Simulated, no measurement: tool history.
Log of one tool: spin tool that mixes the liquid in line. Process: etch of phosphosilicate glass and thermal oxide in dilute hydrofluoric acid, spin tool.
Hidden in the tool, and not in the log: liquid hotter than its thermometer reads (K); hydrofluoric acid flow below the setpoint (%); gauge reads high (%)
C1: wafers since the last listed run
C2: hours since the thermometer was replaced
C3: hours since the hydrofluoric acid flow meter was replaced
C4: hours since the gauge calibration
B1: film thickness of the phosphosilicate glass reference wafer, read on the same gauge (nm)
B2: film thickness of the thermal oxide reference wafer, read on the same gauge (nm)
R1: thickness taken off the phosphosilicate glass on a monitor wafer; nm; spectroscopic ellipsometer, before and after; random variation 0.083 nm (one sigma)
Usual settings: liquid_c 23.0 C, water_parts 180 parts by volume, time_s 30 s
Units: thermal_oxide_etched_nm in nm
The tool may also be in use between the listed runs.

run 1 hour=0.0 | liquid_c=23.0 water_parts=180 time_s=30 | C1=0 C2=1561.5 C3=1170.8 C4=134.2 | B1=50.01 B2=39.986 | R1=15.00 thermal_oxide_etched_nm=0.640
run 2 hour=17.5 | liquid_c=23.0 water_parts=180 time_s=40 | C1=313 C2=1579.0 C3=1188.3 C4=151.7 | B1=50.00 B2=39.981 | R1=20.10 thermal_oxide_etched_nm=0.838
run 3 hour=27.9 | liquid_c=23.0 water_parts=180 time_s=40 | C1=186 C2=1589.4 C3=1198.7 C4=162.1 | B1=49.97 B2=40.012 | R1=19.84 thermal_oxide_etched_nm=0.793
run 4 hour=43.0 | liquid_c=24.5 water_parts=180 time_s=35 | C1=270 C2=1604.5 C3=1213.8 C4=177.2 | B1=50.07 B2=40.000 | R1=18.53 thermal_oxide_etched_nm=0.716
run 5 hour=54.1 | liquid_c=24.5 water_parts=180 time_s=35 | C1=198 C2=1615.6 C3=1224.9 C4=188.3 | B1=50.01 B2=39.998 | R1=18.25 thermal_oxide_etched_nm=0.794
run 6 hour=64.1 | liquid_c=23.0 water_parts=180 time_s=30 | C1=179 C2=1625.6 C3=1234.9 C4=198.3 | B1=49.97 B2=40.019 | R1=14.91 thermal_oxide_etched_nm=0.593
run 7 hour=73.5 | liquid_c=23.0 water_parts=180 time_s=30 | C1=168 C2=1635.0 C3=1244.3 C4=207.7 | B1=49.97 B2=39.982 | R1=14.92 thermal_oxide_etched_nm=0.552
run 8 hour=86.1 | liquid_c=23.0 water_parts=180 time_s=30 | C1=225 C2=1647.6 C3=1256.9 C4=220.3 | B1=50.01 B2=40.000 | R1=15.03 thermal_oxide_etched_nm=0.603
-- hour=91.6 thermometer replaced
run 9 hour=98.3 | liquid_c=23.0 water_parts=125 time_s=30 | C1=200 C2=6.7 C3=1269.1 C4=232.5 | B1=50.01 B2=40.030 | R1=20.63 thermal_oxide_etched_nm=0.795
run 10 hour=111.5 | liquid_c=23.0 water_parts=180 time_s=30 | C1=236 C2=19.9 C3=1282.3 C4=245.7 | B1=49.97 B2=39.992 | R1=13.44 thermal_oxide_etched_nm=0.527
run 11 hour=126.0 | liquid_c=23.0 water_parts=180 time_s=45 | C1=259 C2=34.4 C3=1296.8 C4=260.2 | B1=50.01 B2=39.973 | R1=20.15 thermal_oxide_etched_nm=0.782
-- hour=159.9 hydrofluoric acid flow meter replaced
run 12 hour=165.3 | liquid_c=23.0 water_parts=230 time_s=35 | C1=685 C2=73.7 C3=5.4 C4=299.5 | B1=49.97 B2=40.000 | R1=13.68 thermal_oxide_etched_nm=0.581
run 13 hour=180.4 | liquid_c=21.0 water_parts=180 time_s=30 | C1=270 C2=88.8 C3=20.5 C4=314.6 | B1=49.99 B2=39.980 | R1=14.55 thermal_oxide_etched_nm=0.627
run 14 hour=191.6 | liquid_c=20.5 water_parts=180 time_s=40 | C1=200 C2=100.0 C3=31.7 C4=325.8 | B1=50.00 B2=40.010 | R1=19.02 thermal_oxide_etched_nm=0.778
-- hour=202.0 gauge calibrated
run 15 hour=205.3 | liquid_c=26.0 water_parts=215 time_s=15 | C1=245 C2=113.7 C3=45.4 C4=3.3 | B1=49.96 B2=40.003 | R1=7.08 thermal_oxide_etched_nm=0.297
run 16 hour=220.7 | liquid_c=23.0 water_parts=180 time_s=15 | C1=275 C2=129.1 C3=60.8 C4=18.7 | B1=50.04 B2=39.993 | R1=7.78 thermal_oxide_etched_nm=0.324
run 17 hour=228.1 | liquid_c=23.0 water_parts=180 time_s=30 | C1=132 C2=136.5 C3=68.2 C4=26.1 | B1=50.00 B2=39.980 | R1=15.53 thermal_oxide_etched_nm=0.652
run 18 hour=234.5 | liquid_c=23.0 water_parts=180 time_s=30 | C1=114 C2=142.9 C3=74.6 C4=32.5 | B1=49.99 B2=40.004 | R1=15.55 thermal_oxide_etched_nm=0.655
run 19 hour=249.1 | liquid_c=23.0 water_parts=155 time_s=20 | C1=261 C2=157.5 C3=89.2 C4=47.1 | B1=49.97 B2=40.021 | R1=12.53 thermal_oxide_etched_nm=0.536
run 20 hour=261.2 | liquid_c=25.0 water_parts=210 time_s=30 | C1=216 C2=169.6 C3=101.3 C4=59.2 | B1=50.03 B2=39.983 | R1=13.94 thermal_oxide_etched_nm=0.623
run 21 hour=278.2 | liquid_c=23.0 water_parts=180 time_s=30 | C1=304 C2=186.6 C3=118.3 C4=76.2 | B1=49.99 B2=39.990 | R1=15.66 thermal_oxide_etched_nm=0.697
run 22 hour=284.6 | liquid_c=23.0 water_parts=130 time_s=30 | C1=114 C2=193.0 C3=124.7 C4=82.6 | B1=49.99 B2=40.017 | R1=22.93 thermal_oxide_etched_nm=0.898
run 23 hour=291.2 | liquid_c=27.5 water_parts=180 time_s=30 | C1=118 C2=199.6 C3=131.3 C4=89.2 | B1=50.01 B2=40.004 | R1=18.41 thermal_oxide_etched_nm=0.757
run 24 hour=303.1 | liquid_c=21.5 water_parts=120 time_s=40 | C1=213 C2=211.5 C3=143.2 C4=101.1 | B1=49.94 B2=40.017 | R1=31.67 thermal_oxide_etched_nm=1.280
run 25 hour=320.8 | liquid_c=23.0 water_parts=180 time_s=30 | C1=316 C2=229.2 C3=160.9 C4=118.8 | B1=50.06 B2=39.977 | R1=15.52 thermal_oxide_etched_nm=0.652
run 26 hour=334.4 | liquid_c=23.0 water_parts=180 time_s=30 | C1=243 C2=242.8 C3=174.5 C4=132.4 | B1=50.04 B2=40.012 | R1=15.55 thermal_oxide_etched_nm=0.616
run 27 hour=344.4 | liquid_c=26.5 water_parts=230 time_s=40 | C1=179 C2=252.8 C3=184.5 C4=142.4 | B1=49.98 B2=39.992 | R1=17.39 thermal_oxide_etched_nm=0.700

Forecast each of these 3 alternatives for the next run:
run A hour=344.8 | liquid_c=25.0 water_parts=180 time_s=30 | C1=7 C2=253.2 C3=184.9 C4=142.8 | B1=? B2=? | R1=? thermal_oxide_etched_nm=?
run B hour=344.8 | liquid_c=20.0 water_parts=230 time_s=45 | C1=7 C2=253.2 C3=184.9 C4=142.8 | B1=? B2=? | R1=? thermal_oxide_etched_nm=?
run C hour=344.8 | liquid_c=25.5 water_parts=120 time_s=40 | C1=7 C2=253.2 C3=184.9 C4=142.8 | B1=? B2=? | R1=? thermal_oxide_etched_nm=?

run=A B1=50.00 B2=39.981 R1=16.81 thermal_oxide_etched_nm=0.703
run=B B1=50.00 B2=39.981 R1=15.54 thermal_oxide_etched_nm=0.649
run=C B1=50.00 B2=39.981 R1=36.85 thermal_oxide_etched_nm=1.540
Without the tool's hidden state the same runs would have given:
run=A R1=17.05 thermal_oxide_etched_nm=0.712
run=B R1=15.76 thermal_oxide_etched_nm=0.658
run=C R1=37.29 thermal_oxide_etched_nm=1.558
